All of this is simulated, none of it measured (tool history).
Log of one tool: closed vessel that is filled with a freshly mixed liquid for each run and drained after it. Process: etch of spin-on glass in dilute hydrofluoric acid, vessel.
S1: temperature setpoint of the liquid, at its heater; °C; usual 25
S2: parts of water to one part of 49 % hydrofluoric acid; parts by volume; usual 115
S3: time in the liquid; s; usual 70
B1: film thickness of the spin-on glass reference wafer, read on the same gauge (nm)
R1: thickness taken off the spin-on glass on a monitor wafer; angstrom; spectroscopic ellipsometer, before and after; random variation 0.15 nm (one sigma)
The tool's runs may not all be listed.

run 1 hour=0 | S1=25 S2=115 S3=70 | B1=99.98 | R1=197
run 2 hour=24.7 | S1=25 S2=115 S3=70 | B1=100.01 | R1=191.7
run 3 hour=37.8 | S1=25 S2=115 S3=70 | B1=100 | R1=193.5
run 4 hour=51.6 | S1=25 S2=115 S3=70 | B1=100.01 | R1=192
run 5 hour=77.7 | S1=25 S2=115 S3=70 | B1=100.04 | R1=196.1
-- hour=78.4 gauge calibrated
run 6 hour=107.2 | S1=25 S2=115 S3=70 | B1=99.99 | R1=195.3
run 7 hour=133.8 | S1=25 S2=115 S3=55 | B1=100.02 | R1=153.7
-- hour=142.2 thermometer replaced
run 8 hour=151.6 | S1=25 S2=115 S3=55 | B1=100.03 | R1=136.4
run 9 hour=164.4 | S1=27 S2=115 S3=70 | B1=100 | R1=188.1
run 10 hour=193.5 | S1=26.5 S2=115 S3=70 | B1=100.03 | R1=185.2
run 11 hour=213.9 | S1=25 S2=115 S3=70 | B1=100.03 | R1=174.2
run 12 hour=235.1 | S1=27 S2=155 S3=95 | B1=99.98 | R1=183.6
run 13 hour=260.8 | S1=25 S2=115 S3=70 | B1=100.05 | R1=172.7
run 14 hour=296.4 | S1=25 S2=140 S3=70 | B1=99.99 | R1=140.7
run 15 hour=326.1 | S1=28 S2=80 S3=70 | B1=100 | R1=293.7
run 16 hour=347.4 | S1=28 S2=75 S3=70 | B1=100.02 | R1=317.6
run 17 hour=372.1 | S1=23 S2=115 S3=50 | B1=100.04 | R1=115.1
-- hour=380.2 hydrofluoric acid flow meter replaced
run 18 hour=389.9 | S1=25 S2=115 S3=70 | B1=99.97 | R1=178.1
run 19 hour=403.6 | S1=25 S2=115 S3=70 | B1=100.03 | R1=175.9
run 20 hour=416.4 | S1=20.5 S2=150 S3=50 | B1=99.98 | R1=77.6
run 21 hour=448.4 | S1=27.5 S2=95 S3=50 | B1=99.99 | R1=171.1
run 22 hour=470.1 | S1=25 S2=115 S3=70 | B1=100 | R1=180.8
run 23 hour=501.8 | S1=26.5 S2=170 S3=55 | B1=99.99 | R1=93.2
run 24 hour=519.4 | S1=25 S2=115 S3=70 | B1=100 | R1=177.4
run 25 hour=534.7 | S1=25 S2=115 S3=45 | B1=100 | R1=116.4
run 26 hour=556.5 | S1=25 S2=115 S3=35 | B1=99.98 | R1=89.4

Forecast run 27:
run 27 hour=606.7 | S1=25 S2=115 S3=70 | B1=? | R1=?

B1: 100
R1: 178 angstrom
Without the tool's hidden state the same run would have given R1 172.5 angstrom.
